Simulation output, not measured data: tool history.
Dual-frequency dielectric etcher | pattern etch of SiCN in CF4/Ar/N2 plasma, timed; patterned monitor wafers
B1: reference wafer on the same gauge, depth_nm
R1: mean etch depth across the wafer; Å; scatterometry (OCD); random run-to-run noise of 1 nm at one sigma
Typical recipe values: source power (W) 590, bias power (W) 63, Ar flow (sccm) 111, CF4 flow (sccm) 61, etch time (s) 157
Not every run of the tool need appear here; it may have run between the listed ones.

run 1 hour=0 | source_power_(W)=650 bias_power_(W)=63 Ar_flow_(sccm)=111 CF4_flow_(sccm)=61 etch_time_(s)=157 | B1=139.2 | R1=1760
run 2 hour=61.6 | source_power_(W)=650 bias_power_(W)=63 Ar_flow_(sccm)=111 CF4_flow_(sccm)=61 etch_time_(s)=157 | B1=139.4 | R1=1746
run 3 hour=91.1 | source_power_(W)=590 bias_power_(W)=63 Ar_flow_(sccm)=111 CF4_flow_(sccm)=61 etch_time_(s)=157 | B1=138.9 | R1=1583
run 4 hour=209.4 | source_power_(W)=590 bias_power_(W)=55 Ar_flow_(sccm)=111 CF4_flow_(sccm)=61 etch_time_(s)=157 | B1=139.1 | R1=1479
run 5 hour=251.8 | source_power_(W)=590 bias_power_(W)=63 Ar_flow_(sccm)=111 CF4_flow_(sccm)=61 etch_time_(s)=157 | B1=139 | R1=1581
run 6 hour=288.6 | source_power_(W)=590 bias_power_(W)=63 Ar_flow_(sccm)=111 CF4_flow_(sccm)=61 etch_time_(s)=200.5 | B1=139 | R1=2048
run 7 hour=356.1 | source_power_(W)=590 bias_power_(W)=54 Ar_flow_(sccm)=111 CF4_flow_(sccm)=61 etch_time_(s)=157 | B1=138.9 | R1=1472
-- hour=358.8 gauge calibrated
-- hour=401.8 source power generator calibrated
-- hour=416 wet clean of the chamber
run 8 hour=424.1 | source_power_(W)=510 bias_power_(W)=63 Ar_flow_(sccm)=111 CF4_flow_(sccm)=61 etch_time_(s)=131 | B1=139.3 | R1=1193
run 9 hour=458.6 | source_power_(W)=590 bias_power_(W)=63 Ar_flow_(sccm)=111 CF4_flow_(sccm)=61 etch_time_(s)=157 | B1=139.1 | R1=1692
run 10 hour=493.2 | source_power_(W)=590 bias_power_(W)=69 Ar_flow_(sccm)=134 CF4_flow_(sccm)=61 etch_time_(s)=157 | B1=139.3 | R1=1717
-- hour=514.4 bias power generator calibrated
run 11 hour=539.9 | source_power_(W)=590 bias_power_(W)=59 Ar_flow_(sccm)=94 CF4_flow_(sccm)=61 etch_time_(s)=127 | B1=138.7 | R1=1328
run 12 hour=566.3 | source_power_(W)=590 bias_power_(W)=63 Ar_flow_(sccm)=111 CF4_flow_(sccm)=61 etch_time_(s)=157 | B1=138.7 | R1=1674
run 13 hour=631.8 | source_power_(W)=590 bias_power_(W)=63 Ar_flow_(sccm)=111 CF4_flow_(sccm)=61 etch_time_(s)=157 | B1=138.9 | R1=1672
run 14 hour=702 | source_power_(W)=650 bias_power_(W)=56 Ar_flow_(sccm)=138 CF4_flow_(sccm)=61 etch_time_(s)=189 | B1=138.6 | R1=2045
-- hour=743.1 upper electrode replaced
run 15 hour=888.4 | source_power_(W)=640 bias_power_(W)=63 Ar_flow_(sccm)=118 CF4_flow_(sccm)=72 etch_time_(s)=200 | B1=139.1 | R1=2371
-- hour=918.8 CF4 flow controller replaced
run 16 hour=919.3 | source_power_(W)=590 bias_power_(W)=63 Ar_flow_(sccm)=111 CF4_flow_(sccm)=52 etch_time_(s)=157 | B1=138.9 | R1=1622
-- hour=960.6 wet clean of the chamber
run 17 hour=981.1 | source_power_(W)=590 bias_power_(W)=59 Ar_flow_(sccm)=94 CF4_flow_(sccm)=61 etch_time_(s)=127 | B1=139.1 | R1=1324
run 18 hour=1039.8 | source_power_(W)=720 bias_power_(W)=63 Ar_flow_(sccm)=134 CF4_flow_(sccm)=61 etch_time_(s)=157 | B1=138.6 | R1=2006
run 19 hour=1111.6 | source_power_(W)=590 bias_power_(W)=74 Ar_flow_(sccm)=126 CF4_flow_(sccm)=69 etch_time_(s)=157 | B1=138.8 | R1=1804
run 20 hour=1278.9 | source_power_(W)=590 bias_power_(W)=63 Ar_flow_(sccm)=93 CF4_flow_(sccm)=61 etch_time_(s)=157 | B1=138.6 | R1=1688
run 21 hour=1332.7 | source_power_(W)=590 bias_power_(W)=63 Ar_flow_(sccm)=111 CF4_flow_(sccm)=61 etch_time_(s)=157 | B1=139 | R1=1665
run 22 hour=1365.3 | source_power_(W)=590 bias_power_(W)=63 Ar_flow_(sccm)=111 CF4_flow_(sccm)=61 etch_time_(s)=157 | B1=138.4 | R1=1644

Hidden state, per run?
etch rate over this chamber's usual, %: 0, the same for each run
bias power that arrives over what is set, %: 0, the same for each run
Ar flow that arrives over what is set, %: 0, the same for each run
CF4 flow that arrives over what is set, %: 0, the same for each run
gauge reads high (%): 0, the same for each run
H1: source power that arrives over what is set, %
run=1 H1=-4.62
run=2 H1=-4.68
run=3 H1=-4.72
run=4 H1=-4.84
run=5 H1=-4.89
run=6 H1=-4.93
run=7 H1=-5
run=8 H1=0.448
run=9 H1=0.411
run=10 H1=0.374
run=11 H1=0.324
run=12 H1=0.296
run=13 H1=0.226
run=14 H1=0.151
run=15 H1=-0.0486
run=16 H1=-0.0816
run=17 H1=-0.148
run=18 H1=-0.21
run=19 H1=-0.287
run=20 H1=-0.466
run=21 H1=-0.524
run=22 H1=-0.558
